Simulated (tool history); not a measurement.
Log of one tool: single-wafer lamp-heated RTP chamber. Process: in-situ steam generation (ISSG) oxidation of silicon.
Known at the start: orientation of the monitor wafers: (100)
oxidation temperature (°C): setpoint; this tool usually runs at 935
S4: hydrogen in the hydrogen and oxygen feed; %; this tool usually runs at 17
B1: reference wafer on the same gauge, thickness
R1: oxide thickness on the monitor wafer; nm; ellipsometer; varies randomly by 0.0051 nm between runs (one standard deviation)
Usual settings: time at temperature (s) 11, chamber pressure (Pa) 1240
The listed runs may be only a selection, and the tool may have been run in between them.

{"run": 1, "hour": 0.0, "oxidation temperature (°C)": 935, "time at temperature (s)": 11, "chamber pressure (Pa)": 1240, "S4": 17, "B1": 3.051, "R1": 3.384}
{"run": 2, "hour": 32.3, "oxidation temperature (°C)": 935, "time at temperature (s)": 11, "chamber pressure (Pa)": 1240, "S4": 17, "B1": 3.05, "R1": 3.402}
{"run": 3, "hour": 68.1, "oxidation temperature (°C)": 935, "time at temperature (s)": 9, "chamber pressure (Pa)": 1200, "S4": 17, "B1": 3.05, "R1": 3.172}
{"run": 4, "hour": 96.5, "oxidation temperature (°C)": 935, "time at temperature (s)": 9, "chamber pressure (Pa)": 1200, "S4": 17, "B1": 3.051, "R1": 3.194}
{"run": 5, "hour": 122.0, "oxidation temperature (°C)": 935, "time at temperature (s)": 9, "chamber pressure (Pa)": 1200, "S4": 17, "B1": 3.05, "R1": 3.187}
{"run": 6, "hour": 146.8, "oxidation temperature (°C)": 935, "time at temperature (s)": 11, "chamber pressure (Pa)": 1320, "S4": 17, "B1": 3.049, "R1": 3.385}
{"hour": 158.3, "done": "pyrometer window cleaned and pyrometer calibrated"}
{"run": 7, "hour": 168.8, "oxidation temperature (°C)": 935, "time at temperature (s)": 11, "chamber pressure (Pa)": 1320, "S4": 17, "B1": 3.05, "R1": 3.36}
{"hour": 203.8, "done": "pressure gauge zeroed"}
{"run": 8, "hour": 204.3, "oxidation temperature (°C)": 935, "time at temperature (s)": 11, "chamber pressure (Pa)": 1173, "S4": 17, "B1": 3.05, "R1": 3.415}
{"run": 9, "hour": 222.9, "oxidation temperature (°C)": 942, "time at temperature (s)": 11, "chamber pressure (Pa)": 1240, "S4": 17, "B1": 3.05, "R1": 3.455}
{"run": 10, "hour": 244.8, "oxidation temperature (°C)": 935, "time at temperature (s)": 11, "chamber pressure (Pa)": 1293, "S4": 17, "B1": 3.05, "R1": 3.389}
{"run": 11, "hour": 263.7, "oxidation temperature (°C)": 935, "time at temperature (s)": 11, "chamber pressure (Pa)": 1293, "S4": 17, "B1": 3.05, "R1": 3.387}
{"run": 12, "hour": 279.9, "oxidation temperature (°C)": 935, "time at temperature (s)": 8, "chamber pressure (Pa)": 1240, "S4": 17, "B1": 3.049, "R1": 3.037}
{"run": 13, "hour": 309.2, "oxidation temperature (°C)": 935, "time at temperature (s)": 8, "chamber pressure (Pa)": 1240, "S4": 17, "B1": 3.051, "R1": 3.05}
{"hour": 336.0, "done": "pyrometer window cleaned and pyrometer calibrated"}
{"hour": 387.8, "done": "gauge calibrated"}
{"run": 14, "hour": 397.1, "oxidation temperature (°C)": 935, "time at temperature (s)": 11, "chamber pressure (Pa)": 1173, "S4": 17, "B1": 3.05, "R1": 3.416}
{"run": 15, "hour": 420.8, "oxidation temperature (°C)": 935, "time at temperature (s)": 11, "chamber pressure (Pa)": 1320, "S4": 17, "B1": 3.049, "R1": 3.377}
{"hour": 451.8, "done": "hydrogen flow controller replaced"}
{"run": 16, "hour": 452.3, "oxidation temperature (°C)": 935, "time at temperature (s)": 11, "chamber pressure (Pa)": 1240, "S4": 17, "B1": 3.049, "R1": 3.41}
{"run": 17, "hour": 460.4, "oxidation temperature (°C)": 919, "time at temperature (s)": 11, "chamber pressure (Pa)": 1240, "S4": 20, "B1": 3.051, "R1": 3.424}

What does the tool deliver on the next run?
{"run": 18, "hour": 487.0, "oxidation temperature (°C)": 922, "time at temperature (s)": 15, "chamber pressure (Pa)": 1067, "S4": 14, "B1": "?", "R1": "?"}

Run 18 came out at B1 3.050, R1 3.588 nm.
If the tool had no hidden condition, the same run with the same run-to-run variation would have returned R1 3.555 nm.

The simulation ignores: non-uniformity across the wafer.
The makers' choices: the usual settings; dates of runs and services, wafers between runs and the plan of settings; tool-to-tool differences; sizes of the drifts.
